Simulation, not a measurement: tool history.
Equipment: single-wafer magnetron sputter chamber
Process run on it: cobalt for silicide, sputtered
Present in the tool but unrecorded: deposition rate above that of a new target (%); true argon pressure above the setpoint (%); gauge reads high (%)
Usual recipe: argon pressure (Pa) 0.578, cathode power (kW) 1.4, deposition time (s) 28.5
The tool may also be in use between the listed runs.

run     day  argon pressure (Pa)  cathode power (kW)  deposition time (s)  wafers since the last listed run  wafers on the sputter target  hours since the last manometer calibration  hours since the magnet pack was replaced  hours since the gauge calibration  read-back reference wafer on the same gauge, thickness_nm  mean film thickness on the monitor wafer (angstrom)
  1       0                0.578                 1.4                 28.5                                 0                          5373                                       964.2                                    6926.6                              670.6                                                     19.783                                               185.27
  2   1.662                0.578                 1.4                 28.5                              1150                          6523                                      1004.1                                    6966.5                              710.5                                                     19.803                                               184.61
  3   3.462                0.578                1.55                 28.5                              1245                          7769                                      1047.3                                    7009.7                              753.7                                                     19.822                                               204.12
  4   4.462                0.578                 1.4                 28.5                               692                          8461                                      1071.3                                    7033.7                              777.7                                                     19.801                                                184.8
  5   6.129                0.578                 1.4                 26.1                              1153                          9615                                      1111.3                                    7073.7                              817.7                                                     19.806                                                169.5
      6.933  -- sputter target and shields replaced
  6   7.438                0.578                 1.4                 26.1                               674                           349                                      1142.7                                    7105.1                              849.1                                                     19.829                                               169.72
  7   9.417                0.578                 1.4                 26.1                              1369                          1718                                      1190.2                                    7152.6                              896.6                                                     19.792                                               168.46
  8  12.038                0.578                 1.4                 28.5                              1813                          3532                                      1253.1                                    7215.5                              959.5                                                     19.797                                               184.74
  9  13.112                0.578                 1.4                 28.5                               744                          4277                                      1278.9                                    7241.3                              985.3                                                     19.787                                               184.71
 10  16.092                0.578                 1.4                 28.5                              2061                          6338                                      1350.4                                    7312.8                             1056.8                                                     19.803                                               183.28
 11  18.588                0.578                1.25                 26.7                              1727                          8066                                      1410.3                                    7372.7                             1116.7                                                     19.799                                               155.66
     19.221  -- sputter target and shields replaced
 12  20.017                0.578                1.25                 26.7                               758                           551                                      1444.6                                      7407                               1151                                                     19.789                                               155.71
 13  21.858                0.753                1.55                 28.5                              1274                          1826                                      1488.8                                    7451.2                             1195.2                                                     19.813                                               188.71
 14  24.475                0.578                 1.4                 28.5                              1811                          3637                                      1551.6                                      7514                               1258                                                     19.803                                               183.43
 15  26.379                0.578                 1.4                 28.5                              1317                          4955                                      1597.3                                    7559.7                             1303.7                                                     19.786                                                183.1
 16  27.996                0.578                 1.3                 28.5                              1118                          6074                                      1636.1                                    7598.5                             1342.5                                                     19.784                                               171.75
 17  30.542                0.402                1.05                 31.5                              1762                          7836                                      1697.2                                    7659.6                             1403.6                                                      19.81                                               167.46
     33.204  -- sputter target and shields replaced
 18  33.238                0.744                1.65                 23.2                              1635                            23                                      1761.9                                    7724.3                             1468.3                                                     19.797                                               162.55
     34.179  -- capacitance manometer re-zeroed and calibrated
 19  34.946                0.578                 1.4                 28.5                               951                           975                                        18.4                                    7765.3                             1509.3                                                     19.806                                               188.63
 20  36.975                0.578                 1.2                   34                              1404                          2379                                        67.1                                      7814                               1558                                                     19.796                                               195.41
     38.338  -- magnet pack replaced
 21  39.367                0.411                 1.2                 24.3                              1424                          3804                                       124.5                                      24.7                             1615.4                                                     19.777                                               146.14
 22  42.362                0.369                1.65                 25.4                              2073                          5878                                       196.4                                      96.6                             1687.3                                                     19.823                                               207.93
 23  43.775                0.578                 1.4                 28.5                               977                          6855                                       230.3                                     130.5                             1721.2                                                     19.792                                                189.3
 24  45.683                0.742                 1.2                 25.5                              1320                          8176                                       276.1                                     176.3                               1767                                                     19.823                                               138.87
     46.912  -- sputter target and shields replaced
 25  47.758                0.648                1.65                 25.9                              1205                           584                                       325.9                                     226.1                             1816.8                                                     19.815                                               193.08
 26  49.792                0.578                 1.4                 28.5                              1407                          1991                                       374.7                                     274.9                             1865.6                                                     19.796                                               186.74
 27  51.775                0.578                 1.4                 28.5                              1372                          3364                                       422.3                                     322.5                             1913.2                                                     19.804                                               188.33
     52.238  -- gauge calibrated
 28  53.679                0.483                 1.3                 30.7                              1317                          4682                                         468                                     368.2                               34.6                                                     19.796                                               194.47
 29  56.354                0.479                 1.4                 33.4                              1851                          6533                                       532.2                                     432.4                               98.8                                                     19.781                                               226.03
     58.283  -- sputter target and shields replaced
 30  59.308                0.578                 1.4                 28.5                              1813                           708                                       603.1                                     503.3                              169.7                                                     19.782                                               185.58
 31  61.592                0.578                 1.4                 28.5                              1580                          2289                                       657.9                                     558.1                              224.5                                                     19.801                                               186.75
 32  63.304                0.764                 1.4                 28.5                              1185                          3474                                         699                                     599.2                              265.6                                                     19.792                                               175.37
 33  65.592                0.495                 1.2                 33.7                              1583                          5057                                       753.9                                     654.1                              320.5                                                     19.788                                               197.79

Below, each run's measurement less what the same run would have read without the hidden state. Both values contain the same run-to-run variation, but the gauge's scatter may not be the same in both:
run  mean film thickness on the monitor wafer (angstrom)
  1                                                -2.58
  2                                                -2.69
  3                                                -3.12
  4                                                 -2.9
  5                                                -2.77
  6                                                -2.86
  7                                                -2.97
  8                                                -3.45
  9                                                -3.52
 10                                                -3.71
 11                                                 -3.3
 12                                                -3.39
 13                                                -5.49
 14                                                -4.32
 15                                                -4.45
 16                                                -4.29
 17                                                -3.02
 18                                                 -5.6
 19                                                +0.23
 20                                                +0.08
 21                                                -0.05
 22                                                -0.22
 23                                                -0.42
 24                                                -0.52
 25                                                -0.82
 26                                                -0.85
 27                                                -1.01
 28                                                -0.99
 29                                                -1.34
 30                                                -1.53
 31                                                -1.71
 32                                                -2.26
 33                                                -1.82
